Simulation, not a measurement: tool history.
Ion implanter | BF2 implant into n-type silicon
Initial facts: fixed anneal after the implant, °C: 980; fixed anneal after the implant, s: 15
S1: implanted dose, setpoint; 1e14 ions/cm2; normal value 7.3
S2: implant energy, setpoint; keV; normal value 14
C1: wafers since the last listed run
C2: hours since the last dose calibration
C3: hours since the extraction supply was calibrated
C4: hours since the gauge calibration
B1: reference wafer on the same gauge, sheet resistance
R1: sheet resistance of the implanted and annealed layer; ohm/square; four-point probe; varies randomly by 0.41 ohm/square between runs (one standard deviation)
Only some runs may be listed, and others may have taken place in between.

run 1 hour=0 | S1=7.3 S2=14 | C1=0 C2=911.3 C3=4957.9 C4=46.4 | B1=292.38 | R1=272.2
run 2 hour=9.7 | S1=7.3 S2=14 | C1=228 C2=921 C3=4967.6 C4=56.1 | B1=292.42 | R1=272.09
run 3 hour=26.2 | S1=7.3 S2=14 | C1=389 C2=937.5 C3=4984.1 C4=72.6 | B1=292.3 | R1=272.14
run 4 hour=33 | S1=7.3 S2=14 | C1=160 C2=944.3 C3=4990.9 C4=79.4 | B1=292.07 | R1=271.54
run 5 hour=42.7 | S1=7.3 S2=14 | C1=228 C2=954 C3=5000.6 C4=89.1 | B1=292.05 | R1=272.33
run 6 hour=52.4 | S1=7.3 S2=14 | C1=228 C2=963.7 C3=5010.3 C4=98.8 | B1=291.84 | R1=271.83
run 7 hour=61 | S1=7.3 S2=14 | C1=202 C2=972.3 C3=5018.9 C4=107.4 | B1=291.78 | R1=271.41
run 8 hour=75.2 | S1=7.3 S2=14 | C1=334 C2=986.5 C3=5033.1 C4=121.6 | B1=291.59 | R1=271.62
run 9 hour=87.7 | S1=7.3 S2=10 | C1=294 C2=999 C3=5045.6 C4=134.1 | B1=291.33 | R1=312.14
run 10 hour=95.7 | S1=7.3 S2=10 | C1=188 C2=1007 C3=5053.6 C4=142.1 | B1=291.28 | R1=311.22
run 11 hour=112.3 | S1=7.3 S2=15.5 | C1=391 C2=1023.6 C3=5070.2 C4=158.7 | B1=291.17 | R1=260.25
run 12 hour=125.5 | S1=7.3 S2=14 | C1=311 C2=1036.8 C3=5083.4 C4=171.9 | B1=291.1 | R1=271.06
-- hour=126 gauge calibrated
run 13 hour=142.3 | S1=6.34 S2=14 | C1=396 C2=1053.6 C3=5100.2 C4=16.3 | B1=292.6 | R1=282.31
-- hour=159.2 Faraday cup replaced and dose calibrated
run 14 hour=159.7 | S1=7.3 S2=18.5 | C1=221 C2=0.5 C3=5117.6 C4=33.7 | B1=292.49 | R1=240.59
run 15 hour=165.9 | S1=5.46 S2=11.5 | C1=146 C2=6.7 C3=5123.8 C4=39.9 | B1=292.33 | R1=318.56
run 16 hour=172.8 | S1=9.15 S2=18.5 | C1=162 C2=13.6 C3=5130.7 C4=46.8 | B1=292.3 | R1=229.03
run 17 hour=179.5 | S1=7.93 S2=10.5 | C1=158 C2=20.3 C3=5137.4 C4=53.5 | B1=292.29 | R1=302.04
-- hour=196.2 extraction supply calibrated
run 18 hour=196.7 | S1=8.91 S2=16 | C1=216 C2=37.5 C3=0.5 C4=70.7 | B1=292.03 | R1=246.48
run 19 hour=203.6 | S1=7.3 S2=16 | C1=162 C2=44.4 C3=7.4 C4=77.6 | B1=291.89 | R1=256.59
run 20 hour=221 | S1=6.03 S2=14 | C1=410 C2=61.8 C3=24.8 C4=95 | B1=291.81 | R1=284.29
run 21 hour=236.9 | S1=6.28 S2=11.5 | C1=375 C2=77.7 C3=40.7 C4=110.9 | B1=291.55 | R1=304.95
run 22 hour=248.2 | S1=7.3 S2=14 | C1=266 C2=89 C3=52 C4=122.2 | B1=291.39 | R1=271.21
run 23 hour=262.2 | S1=6.3 S2=9.5 | C1=330 C2=103 C3=66 C4=136.2 | B1=291.24 | R1=327.91
run 24 hour=274 | S1=7.3 S2=14 | C1=278 C2=114.8 C3=77.8 C4=148 | B1=291.14 | R1=270.88
-- hour=276.5 gauge calibrated
run 25 hour=285.8 | S1=7.3 S2=14 | C1=278 C2=126.6 C3=89.6 C4=9.3 | B1=292.71 | R1=272.5
run 26 hour=294.2 | S1=9.37 S2=10 | C1=198 C2=135 C3=98 C4=17.7 | B1=292.47 | R1=300.82
run 27 hour=307.1 | S1=7.3 S2=14 | C1=304 C2=147.9 C3=110.9 C4=30.6 | B1=292.35 | R1=272.64

Measured minus without-hidden-state, run by run (identical run-to-run variation in each term; gauge scatter may differ):
The hidden state here: deviation of the true dose from the Faraday cup's reading, %; deviation of the true energy from its setpoint, %; gauge reads high (%).
run=1 R1=-0.5
run=2 R1=-0.6
run=3 R1=-0.78
run=4 R1=-0.85
run=5 R1=-0.97
run=6 R1=-1.08
run=7 R1=-1.16
run=8 R1=-1.32
run=9 R1=-1.68
run=10 R1=-1.77
run=11 R1=-1.66
run=12 R1=-1.88
run=13 R1=-0.33
run=14 R1=-0.45
run=15 R1=-0.68
run=16 R1=-0.55
run=17 R1=-0.8
run=18 R1=-0.83
run=19 R1=-0.93
run=20 R1=-1.24
run=21 R1=-1.52
run=22 R1=-1.48
run=23 R1=-1.97
run=24 R1=-1.76
run=25 R1=-0.37
run=26 R1=-0.51
run=27 R1=-0.6
